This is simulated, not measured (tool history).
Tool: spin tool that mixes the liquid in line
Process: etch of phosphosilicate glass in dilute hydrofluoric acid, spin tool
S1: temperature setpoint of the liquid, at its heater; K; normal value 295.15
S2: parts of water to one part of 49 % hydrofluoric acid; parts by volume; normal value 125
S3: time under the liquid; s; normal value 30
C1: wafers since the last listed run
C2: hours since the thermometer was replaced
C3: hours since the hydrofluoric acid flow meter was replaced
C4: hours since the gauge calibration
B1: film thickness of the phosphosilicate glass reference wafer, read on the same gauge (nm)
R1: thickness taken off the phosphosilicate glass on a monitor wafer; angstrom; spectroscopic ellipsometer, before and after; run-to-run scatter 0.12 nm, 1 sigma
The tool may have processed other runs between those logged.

run 1 hour=0.0 | S1=295.15 S2=125 S3=30 | C1=0 C2=1298.3 C3=1556.9 C4=281.2 | B1=40.00 | R1=177.4
run 2 hour=26.8 | S1=295.15 S2=125 S3=30 | C1=325 C2=1325.1 C3=1583.7 C4=308.0 | B1=40.00 | R1=176.7
run 3 hour=40.3 | S1=297.65 S2=125 S3=25 | C1=163 C2=1338.6 C3=1597.2 C4=321.5 | B1=40.00 | R1=162.2
run 4 hour=67.4 | S1=297.65 S2=125 S3=25 | C1=328 C2=1365.7 C3=1624.3 C4=348.6 | B1=40.00 | R1=164.3
run 5 hour=85.5 | S1=295.15 S2=125 S3=30 | C1=219 C2=1383.8 C3=1642.4 C4=366.7 | B1=40.01 | R1=177.7
run 6 hour=115.2 | S1=295.15 S2=125 S3=30 | C1=360 C2=1413.5 C3=1672.1 C4=396.4 | B1=40.00 | R1=176.0
run 7 hour=147.7 | S1=297.65 S2=125 S3=30 | C1=394 C2=1446.0 C3=1704.6 C4=428.9 | B1=40.01 | R1=196.1
-- hour=178.3 thermometer replaced
run 8 hour=214.9 | S1=297.65 S2=125 S3=30 | C1=803 C2=36.6 C3=1771.8 C4=496.1 | B1=39.98 | R1=200.9
run 9 hour=231.3 | S1=295.15 S2=150 S3=30 | C1=199 C2=53.0 C3=1788.2 C4=512.5 | B1=40.00 | R1=146.0
run 10 hour=258.1 | S1=295.15 S2=125 S3=30 | C1=325 C2=79.8 C3=1815.0 C4=539.3 | B1=40.02 | R1=182.0
run 11 hour=272.7 | S1=295.15 S2=125 S3=30 | C1=177 C2=94.4 C3=1829.6 C4=553.9 | B1=40.01 | R1=183.3
-- hour=312.6 gauge calibrated
run 12 hour=319.7 | S1=295.15 S2=125 S3=45 | C1=570 C2=141.4 C3=1876.6 C4=7.1 | B1=40.02 | R1=275.8
-- hour=328.5 hydrofluoric acid flow meter replaced
run 13 hour=334.1 | S1=295.15 S2=70 S3=30 | C1=162 C2=155.8 C3=5.6 C4=21.5 | B1=40.01 | R1=299.8
run 14 hour=354.6 | S1=291.15 S2=150 S3=50 | C1=248 C2=176.3 C3=26.1 C4=42.0 | B1=39.99 | R1=182.0
run 15 hour=377.0 | S1=297.65 S2=140 S3=40 | C1=271 C2=198.7 C3=48.5 C4=64.4 | B1=40.00 | R1=201.8
run 16 hour=396.2 | S1=293.15 S2=65 S3=25 | C1=233 C2=217.9 C3=67.7 C4=83.6 | B1=40.02 | R1=256.1
run 17 hour=414.7 | S1=295.15 S2=125 S3=30 | C1=224 C2=236.4 C3=86.2 C4=102.1 | B1=40.01 | R1=157.6
run 18 hour=448.1 | S1=291.15 S2=150 S3=50 | C1=405 C2=269.8 C3=119.6 C4=135.5 | B1=39.98 | R1=184.0
run 19 hour=461.8 | S1=293.15 S2=100 S3=45 | C1=166 C2=283.5 C3=133.3 C4=149.2 | B1=40.02 | R1=280.8
run 20 hour=490.9 | S1=295.15 S2=125 S3=30 | C1=353 C2=312.6 C3=162.4 C4=178.3 | B1=39.99 | R1=160.5
run 21 hour=510.8 | S1=291.65 S2=105 S3=30 | C1=241 C2=332.5 C3=182.3 C4=198.2 | B1=39.99 | R1=170.0
run 22 hour=528.3 | S1=295.15 S2=125 S3=30 | C1=212 C2=350.0 C3=199.8 C4=215.7 | B1=40.00 | R1=160.3

5 options for the next run, each taken on its own from the tool as it stands now. Forecast them:
run A hour=528.7 | S1=295.15 S2=105 S3=30 | C1=4 C2=350.4 C3=200.2 C4=216.1 | B1=? | R1=?
run B hour=528.7 | S1=299.15 S2=85 S3=25 | C1=4 C2=350.4 C3=200.2 C4=216.1 | B1=? | R1=?
run C hour=528.7 | S1=299.15 S2=125 S3=30 | C1=4 C2=350.4 C3=200.2 C4=216.1 | B1=? | R1=?
run D hour=528.7 | S1=292.65 S2=125 S3=30 | C1=4 C2=350.4 C3=200.2 C4=216.1 | B1=? | R1=?
run E hour=528.7 | S1=295.15 S2=110 S3=30 | C1=4 C2=350.4 C3=200.2 C4=216.1 | B1=? | R1=?

run=A B1=39.99 R1=196.3
run=B B1=39.99 R1=242.8
run=C B1=39.99 R1=188.4
run=D B1=39.99 R1=145.8
run=E B1=39.99 R1=186.3
The same runs, with their run-to-run variation unchanged, on a tool lacking any hidden condition would have given:
run=A R1=192.0
run=B R1=237.6
run=C R1=184.2
run=D R1=142.6
run=E R1=182.2
